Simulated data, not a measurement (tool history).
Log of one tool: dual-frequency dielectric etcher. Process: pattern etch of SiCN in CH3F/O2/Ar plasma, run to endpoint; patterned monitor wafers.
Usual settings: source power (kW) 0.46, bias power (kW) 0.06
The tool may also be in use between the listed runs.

run	hour	source power (kW)	bias power (kW)	incoming incoming film thickness, nm	endpoint time (s)
1	0	0.46	0.056	8.02	23
2	72.6	0.46	0.056	8.03	23
3	155.6	0.46	0.056	8	22.6
4	235.6	0.55	0.06	7.95	20.1
5	275.5	0.55	0.06	7.89	19.9
6	313.6	0.46	0.06	7.97	21.6
# hour 411.6: wet clean of the chamber
7	412.1	0.46	0.06	7.97	23.1
8	433.6	0.46	0.06	8.01	22.9
9	498	0.46	0.06	8.03	22.9
10	597.6	0.46	0.06	8.05	22.7
11	705.4	0.46	0.06	7.93	21.9
12	799.1	0.46	0.06	7.97	22.1
13	905.4	0.46	0.06	8.03	22
# hour 956.2: bias power generator calibrated
14	994.2	0.46	0.06	7.97	21.9
# hour 1058.9: wet clean of the chamber
15	1097.7	0.46	0.06	8.03	22.7
# hour 1152.7: source power generator calibrated
16	1201.9	0.54	0.06	8.04	21
17	1243.6	0.46	0.06	7.89	22.3
18	1319.6	0.46	0.053	8.09	23.6
19	1420.5	0.56	0.067	7.99	19.4
# hour 1455: upper electrode replaced
20	1472	0.46	0.06	8.05	22.2
21	1577.9	0.38	0.049	7.98	25.5
# hour 1609.3: wet clean of the chamber
22	1659.1	0.46	0.06	7.98	22.5
23	1695.8	0.55	0.065	8.08	20.4
24	1762.5	0.46	0.06	8.04	22.5
25	1829.6	0.58	0.051	8.02	21.7
26	1875.2	0.38	0.074	8.02	22.4
27	1964	0.46	0.06	7.9	22
28	2037.2	0.46	0.048	8.08	23.9
29	2109.1	0.46	0.06	7.97	21.6
30	2151.1	0.46	0.07	7.97	20.5
31	2253.8	0.5	0.051	7.99	21.9
# hour 2296.4: wet clean of the chamber
32	2297.5	0.38	0.065	8.04	24.1
33	2345.3	0.5	0.074	8.03	20.3
34	2411.3	0.34	0.047	8.01	28.4

Here are 5 independent what-if runs from the current tool condition. What would each one return?
A	2411.7	0.52	0.06	7.96	?
B	2411.7	0.37	0.069	7.96	?
C	2411.7	0.46	0.049	7.96	?
D	2411.7	0.46	0.073	7.96	?
E	2411.7	0.41	0.064	7.96	?

run	endpoint time (s)
A	21.3
B	23.5
C	24.2
D	20.9
E	23.1
Had the tool no hidden state, the same runs would have come out as:
run	endpoint time (s)
A	21.5
B	23.8
C	24.4
D	21.1
E	23.4

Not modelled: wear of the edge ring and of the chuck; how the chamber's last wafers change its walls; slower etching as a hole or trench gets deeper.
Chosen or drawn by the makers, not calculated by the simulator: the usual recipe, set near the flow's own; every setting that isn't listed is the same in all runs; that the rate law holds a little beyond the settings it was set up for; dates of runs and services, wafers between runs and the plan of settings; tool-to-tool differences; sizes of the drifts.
